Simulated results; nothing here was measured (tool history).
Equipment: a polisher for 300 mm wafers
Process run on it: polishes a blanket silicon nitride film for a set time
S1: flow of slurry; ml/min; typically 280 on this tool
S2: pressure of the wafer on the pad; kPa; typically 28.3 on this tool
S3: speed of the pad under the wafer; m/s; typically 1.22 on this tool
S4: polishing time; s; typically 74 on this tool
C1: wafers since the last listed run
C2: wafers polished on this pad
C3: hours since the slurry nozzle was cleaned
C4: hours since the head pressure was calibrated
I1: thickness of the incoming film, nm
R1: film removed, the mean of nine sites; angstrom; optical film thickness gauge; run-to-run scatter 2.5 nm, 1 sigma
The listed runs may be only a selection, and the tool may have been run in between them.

run 1 hour=0.0 | S1=280 S2=28.3 S3=1.22 S4=59 | C1=0 C2=2505 C3=229.6 C4=367.9 | I1=599.5 | R1=1369
run 2 hour=20.9 | S1=280 S2=28.3 S3=1.22 S4=59 | C1=216 C2=2722 C3=250.5 C4=388.8 | I1=601.2 | R1=1405
run 3 hour=37.2 | S1=280 S2=28.3 S3=1.02 S4=74 | C1=168 C2=2891 C3=266.8 C4=405.1 | I1=600.6 | R1=1516
run 4 hour=66.3 | S1=280 S2=28.3 S3=1.02 S4=74 | C1=301 C2=3192 C3=295.9 C4=434.2 | I1=609.1 | R1=1468
-- hour=71.8 worn pad replaced by a new one
run 5 hour=83.8 | S1=280 S2=28.3 S3=1.22 S4=74 | C1=139 C2=124 C3=313.4 C4=451.7 | I1=612.8 | R1=1723
run 6 hour=114.1 | S1=280 S2=28.3 S3=1.22 S4=74 | C1=313 C2=437 C3=343.7 C4=482.0 | I1=598.2 | R1=1721
run 7 hour=133.6 | S1=280 S2=31.0 S3=1.22 S4=74 | C1=202 C2=640 C3=363.2 C4=501.5 | I1=611.5 | R1=1902
run 8 hour=165.0 | S1=280 S2=28.3 S3=1.22 S4=74 | C1=325 C2=965 C3=394.6 C4=532.9 | I1=609.7 | R1=1750
-- hour=183.4 slurry nozzle cleaned
-- hour=187.6 head pressure recalibrated
run 9 hour=190.2 | S1=280 S2=28.3 S3=1.22 S4=74 | C1=230 C2=1195 C3=6.8 C4=2.6 | I1=605.3 | R1=1612
run 10 hour=214.6 | S1=280 S2=28.3 S3=1.22 S4=74 | C1=252 C2=1448 C3=31.2 C4=27.0 | I1=617.1 | R1=1629
run 11 hour=229.3 | S1=280 S2=28.3 S3=1.22 S4=74 | C1=152 C2=1600 C3=45.9 C4=41.7 | I1=615.4 | R1=1626
run 12 hour=245.0 | S1=280 S2=28.3 S3=1.22 S4=74 | C1=162 C2=1763 C3=61.6 C4=57.4 | I1=607.8 | R1=1592
run 13 hour=273.0 | S1=280 S2=28.3 S3=0.90 S4=74 | C1=290 C2=2053 C3=89.6 C4=85.4 | I1=607.2 | R1=1261
run 14 hour=288.0 | S1=210 S2=23.4 S3=1.54 S4=83 | C1=155 C2=2208 C3=104.6 C4=100.4 | I1=613.0 | R1=1672
-- hour=329.8 worn pad replaced by a new one
run 15 hour=365.6 | S1=280 S2=28.3 S3=1.22 S4=74 | C1=762 C2=371 C3=182.2 C4=178.0 | I1=613.8 | R1=1559
run 16 hour=399.2 | S1=200 S2=33.1 S3=1.22 S4=74 | C1=348 C2=719 C3=215.8 C4=211.6 | I1=613.7 | R1=1735
-- hour=431.5 head pressure recalibrated, repeated, since the last time left the tool worse
run 17 hour=489.1 | S1=205 S2=23.4 S3=1.64 S4=74 | C1=910 C2=1630 C3=305.7 C4=57.6 | I1=615.2 | R1=1785
run 18 hour=523.9 | S1=210 S2=28.3 S3=1.22 S4=74 | C1=360 C2=1990 C3=340.5 C4=92.4 | I1=617.7 | R1=1708
run 19 hour=537.6 | S1=345 S2=28.3 S3=1.02 S4=74 | C1=141 C2=2132 C3=354.2 C4=106.1 | I1=621.1 | R1=1616
run 20 hour=556.1 | S1=310 S2=28.3 S3=0.90 S4=61 | C1=191 C2=2324 C3=372.7 C4=124.6 | I1=612.0 | R1=1176
-- hour=572.1 slurry nozzle cleaned
run 21 hour=585.7 | S1=280 S2=28.3 S3=1.22 S4=74 | C1=296 C2=2620 C3=13.6 C4=154.2 | I1=601.6 | R1=1765
-- hour=619.9 worn pad replaced by a new one
run 22 hour=637.1 | S1=280 S2=19.3 S3=0.84 S4=81 | C1=491 C2=177 C3=65.0 C4=205.6 | I1=611.5 | R1=985
run 23 hour=651.1 | S1=280 S2=31.7 S3=1.60 S4=59 | C1=145 C2=322 C3=79.0 C4=219.6 | I1=607.2 | R1=1951
run 24 hour=673.3 | S1=280 S2=28.3 S3=1.22 S4=74 | C1=230 C2=552 C3=101.2 C4=241.8 | I1=607.7 | R1=1772
run 25 hour=708.7 | S1=280 S2=33.1 S3=1.22 S4=93 | C1=366 C2=919 C3=136.6 C4=277.2 | I1=603.1 | R1=2629
run 26 hour=732.3 | S1=350 S2=28.3 S3=0.96 S4=98 | C1=244 C2=1164 C3=160.2 C4=300.8 | I1=621.4 | R1=1966
run 27 hour=765.5 | S1=280 S2=28.3 S3=1.22 S4=74 | C1=344 C2=1508 C3=193.4 C4=334.0 | I1=599.9 | R1=1754
run 28 hour=795.1 | S1=280 S2=28.3 S3=1.22 S4=74 | C1=306 C2=1814 C3=223.0 C4=363.6 | I1=603.2 | R1=1753
run 29 hour=825.3 | S1=190 S2=22.8 S3=1.48 S4=62 | C1=312 C2=2127 C3=253.2 C4=393.8 | I1=612.5 | R1=1304
run 30 hour=855.6 | S1=185 S2=28.3 S3=1.22 S4=94 | C1=313 C2=2441 C3=283.5 C4=424.1 | I1=615.9 | R1=2080
-- hour=860.5 worn pad replaced by a new one
run 31 hour=874.0 | S1=280 S2=22.8 S3=0.94 S4=74 | C1=149 C2=139 C3=301.9 C4=442.5 | I1=609.8 | R1=1130
run 32 hour=887.3 | S1=180 S2=28.3 S3=0.84 S4=74 | C1=137 C2=277 C3=315.2 C4=455.8 | I1=611.7 | R1=1219
run 33 hour=915.0 | S1=335 S2=28.3 S3=1.22 S4=84 | C1=287 C2=564 C3=342.9 C4=483.5 | I1=616.0 | R1=2015
run 34 hour=936.0 | S1=280 S2=28.3 S3=1.22 S4=74 | C1=217 C2=782 C3=363.9 C4=504.5 | I1=597.6 | R1=1740
run 35 hour=948.8 | S1=325 S2=22.1 S3=1.48 S4=48 | C1=132 C2=914 C3=376.7 C4=517.3 | I1=601.9 | R1=1037
run 36 hour=966.3 | S1=280 S2=33.8 S3=1.22 S4=74 | C1=181 C2=1096 C3=394.2 C4=534.8 | I1=601.0 | R1=2050

5 ways to go on from here, each from the tool as it stands after run 36. What would each give?
run A hour=966.7 | S1=280 S2=28.3 S3=1.22 S4=60 | C1=4 C2=1100 C3=394.6 C4=535.2 | I1=616.8 | R1=?
run B hour=966.7 | S1=280 S2=28.3 S3=1.46 S4=54 | C1=4 C2=1100 C3=394.6 C4=535.2 | I1=616.8 | R1=?
run C hour=966.7 | S1=330 S2=20.7 S3=1.10 S4=65 | C1=4 C2=1100 C3=394.6 C4=535.2 | I1=616.8 | R1=?
run D hour=966.7 | S1=280 S2=28.3 S3=1.60 S4=99 | C1=4 C2=1100 C3=394.6 C4=535.2 | I1=616.8 | R1=?
run E hour=966.7 | S1=280 S2=28.3 S3=0.94 S4=74 | C1=4 C2=1100 C3=394.6 C4=535.2 | I1=616.8 | R1=?

run=A R1=1376
run=B R1=1430
run=C R1=1020
run=D R1=2821
run=E R1=1378
Had the tool no hidden state, the same runs would have come out as:
run=A R1=1459
run=B R1=1516
run=C R1=1082
run=D R1=2991
run=E R1=1461
